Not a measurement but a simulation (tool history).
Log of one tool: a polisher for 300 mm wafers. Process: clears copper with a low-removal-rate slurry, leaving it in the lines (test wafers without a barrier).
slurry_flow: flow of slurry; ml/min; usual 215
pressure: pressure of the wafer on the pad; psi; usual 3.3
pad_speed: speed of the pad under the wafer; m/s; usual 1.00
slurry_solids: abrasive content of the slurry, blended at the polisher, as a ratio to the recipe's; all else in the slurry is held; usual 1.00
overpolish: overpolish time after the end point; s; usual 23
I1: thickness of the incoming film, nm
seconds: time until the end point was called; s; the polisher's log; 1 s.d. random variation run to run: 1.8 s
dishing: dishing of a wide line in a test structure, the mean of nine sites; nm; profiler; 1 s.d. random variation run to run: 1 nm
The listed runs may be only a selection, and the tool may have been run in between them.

Run 1, hour 0.0: usual settings but pad_speed 0.76 m/s, overpolish 16 s; I1 393.5. Result: seconds 142.5 s, dishing 28.2 nm.
Run 2, hour 12.5: usual settings but pad_speed 0.76 m/s, overpolish 16 s; I1 400.2. Result: seconds 147.5 s, dishing 28.1 nm.
Run 3, hour 25.9: usual settings but pad_speed 0.76 m/s, overpolish 16 s; I1 407.2. Result: seconds 150.2 s, dishing 28.6 nm.
Run 4, hour 38.6: usual settings; I1 392.9. Result: seconds 110.4 s, dishing 48.1 nm.
Run 5, hour 46.7: usual settings; I1 401.3. Result: seconds 115.8 s, dishing 46.3 nm.
At hour 61.3: slurry nozzle cleaned.
Run 6, hour 62.3: usual settings; I1 402.7. Result: seconds 115.2 s, dishing 48.6 nm.
Run 7, hour 79.1: usual settings; I1 405.7. Result: seconds 111.1 s, dishing 47.6 nm.
Run 8, hour 94.1: usual settings; I1 402.6. Result: seconds 111.2 s, dishing 47.3 nm.
Run 9, hour 102.0: usual settings; I1 399.7. Result: seconds 111.9 s, dishing 46.5 nm.
At hour 107.5: slurry blender recalibrated.
At hour 116.9: worn pad replaced by a new one.
Run 10, hour 117.4: usual settings; I1 403.0. Result: seconds 98.3 s, dishing 50.8 nm.
Run 11, hour 128.6: usual settings but slurry_solids 0.75; I1 404.0. Result: seconds 106.4 s, dishing 48.2 nm.
Run 12, hour 136.0: usual settings but pad_speed 1.20 m/s, slurry_solids 0.90; I1 402.1. Result: seconds 86.4 s, dishing 58.9 nm.
Run 13, hour 153.9: usual settings; I1 393.0. Result: seconds 99.4 s, dishing 50.5 nm.
Run 14, hour 163.8: usual settings but pressure 2.3 psi, pad_speed 0.84 m/s, slurry_solids 1.10; I1 398.5. Result: seconds 157.9 s, dishing 34.3 nm.
Run 15, hour 172.6: usual settings but pressure 2.2 psi, overpolish 30 s; I1 404.7. Result: seconds 148.2 s, dishing 45.5 nm.
Run 16, hour 216.5: usual settings but slurry_flow 280 ml/min, overpolish 10 s; I1 400.4. Result: seconds 97.2 s, dishing 27.1 nm.
At hour 221.2: head pressure recalibrated.
Run 17, hour 226.3: usual settings but pad_speed 1.10 m/s, slurry_solids 0.85; I1 394.8. Result: seconds 97.4 s, dishing 52.1 nm.
Run 18, hour 243.1: usual settings but pressure 2.8 psi, slurry_solids 1.25, overpolish 11 s; I1 404.3. Result: seconds 114.6 s, dishing 25.9 nm.
Run 19, hour 258.0: usual settings but pressure 2.1 psi, pad_speed 1.24 m/s, slurry_solids 1.15; I1 394.0. Result: seconds 127.0 s, dishing 41.0 nm.
Run 20, hour 264.1: usual settings; I1 394.0. Result: seconds 103.9 s, dishing 49.8 nm.

Expected results for the next run?
At hour 268.3: worn pad replaced by a new one.
Run 21, hour 278.6: usual settings but pressure 2.3 psi, pad_speed 0.84 m/s, slurry_solids 1.10; I1 397.7. Result: seconds ?, dishing ?.

{"run 21": {"seconds": 177.4, "dishing": 32.4}}
If the tool had no hidden condition, the same run with the same run-to-run variation would have returned seconds 173.1 s, dishing 33.0 nm.
